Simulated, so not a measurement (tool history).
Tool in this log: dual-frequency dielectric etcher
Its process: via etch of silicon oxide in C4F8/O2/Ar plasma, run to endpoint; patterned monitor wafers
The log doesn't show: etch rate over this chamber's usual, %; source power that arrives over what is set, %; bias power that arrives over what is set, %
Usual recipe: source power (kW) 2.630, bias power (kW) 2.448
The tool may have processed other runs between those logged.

run	hour	source power (kW)	bias power (kW)	wafers since the last listed run	hours since the last wet clean	hours since the last source power generator calibration	hours since the last bias power generator calibration	hours since the last upper electrode change	incoming incoming film thickness, nm	endpoint time (s)
1	0.0	2.630	2.448	0	199.3	3300.7	3406.3	4105.4	1738.6	298.1
2	70.3	2.630	2.448	296	269.6	3371.0	3476.6	4175.7	1739.9	297.9
3	96.5	2.970	2.448	110	295.8	3397.2	3502.8	4201.9	1750.8	281.1
4	167.0	2.630	2.448	297	366.3	3467.7	3573.3	4272.4	1753.2	299.4
5	217.2	2.630	2.694	211	416.5	3517.9	3623.5	4322.6	1726.0	289.8
6	288.3	2.630	2.694	300	487.6	3589.0	3694.6	4393.7	1719.1	285.7
# hour 338.0: wet clean of the chamber
7	345.9	2.630	2.694	141	7.9	3646.6	3752.2	4451.3	1729.9	297.7
8	373.0	2.630	2.448	114	35.0	3673.7	3779.3	4478.4	1737.6	304.4
9	422.8	2.630	2.448	210	84.8	3723.5	3829.1	4528.2	1747.5	302.3
10	449.1	2.630	2.448	110	111.1	3749.8	3855.4	4554.5	1763.7	305.9
11	501.0	2.630	2.448	218	163.0	3801.7	3907.3	4606.4	1742.1	302.8
12	536.8	2.630	2.448	151	198.8	3837.5	3943.1	4642.2	1729.9	300.9
13	594.7	2.630	2.448	244	256.7	3895.4	4001.0	4700.1	1739.8	299.9
14	626.1	2.630	2.448	132	288.1	3926.8	4032.4	4731.5	1733.5	297.8
15	669.9	2.630	2.448	184	331.9	3970.6	4076.2	4775.3	1729.0	297.8
16	702.7	3.110	3.045	138	364.7	4003.4	4109.0	4808.1	1754.8	267.5
17	734.3	2.630	2.448	133	396.3	4035.0	4140.6	4839.7	1743.3	299.4
# hour 785.5: upper electrode replaced
18	786.0	3.220	2.053	116	448.0	4086.7	4192.3	0.5	1743.5	275.8
# hour 815.9: bias power generator calibrated
19	816.4	2.630	2.853	111	478.4	4117.1	0.5	30.9	1735.0	288.0
20	868.6	2.940	2.662	220	530.6	4169.3	52.7	83.1	1743.5	275.9
# hour 903.1: wet clean of the chamber
21	924.4	2.630	2.448	134	21.3	4225.1	108.5	138.9	1740.6	301.0
22	974.6	2.370	2.036	211	71.5	4275.3	158.7	189.1	1756.3	324.9
23	1039.5	2.630	2.448	273	136.4	4340.2	223.6	254.0	1745.2	299.1
# hour 1088.8: source power generator calibrated
24	1092.2	2.630	2.904	205	189.1	3.4	276.3	306.7	1728.6	288.8
25	1149.9	2.630	2.448	243	246.8	61.1	334.0	364.4	1748.0	296.9
26	1215.7	2.630	2.448	277	312.6	126.9	399.8	430.2	1749.5	295.5
27	1283.3	2.630	2.448	285	380.2	194.5	467.4	497.8	1741.4	293.0
28	1316.2	2.200	3.058	138	413.1	227.4	500.3	530.7	1711.3	303.1
# hour 1398.1: wet clean of the chamber
29	1487.3	2.380	2.654	620	89.2	398.5	671.4	701.8	1743.1	314.3
30	1511.5	2.630	2.221	102	113.4	422.7	695.6	726.0	1744.4	307.4
31	1579.1	2.630	2.724	285	181.0	490.3	763.2	793.6	1744.9	295.7

3 options for the next run, each taken on its own from the tool as it stands now. Forecast them:
A	1579.6	2.630	2.448	2	181.5	490.8	763.7	794.1	1745.9	?
B	1579.6	2.630	2.789	2	181.5	490.8	763.7	794.1	1745.9	?
C	1579.6	2.990	2.448	2	181.5	490.8	763.7	794.1	1745.9	?

run	endpoint time (s)
A	301.6
B	295.7
C	283.8
Without the tool's unlogged condition, the same runs would have read:
run	endpoint time (s)
A	304.4
B	298.4
C	286.3

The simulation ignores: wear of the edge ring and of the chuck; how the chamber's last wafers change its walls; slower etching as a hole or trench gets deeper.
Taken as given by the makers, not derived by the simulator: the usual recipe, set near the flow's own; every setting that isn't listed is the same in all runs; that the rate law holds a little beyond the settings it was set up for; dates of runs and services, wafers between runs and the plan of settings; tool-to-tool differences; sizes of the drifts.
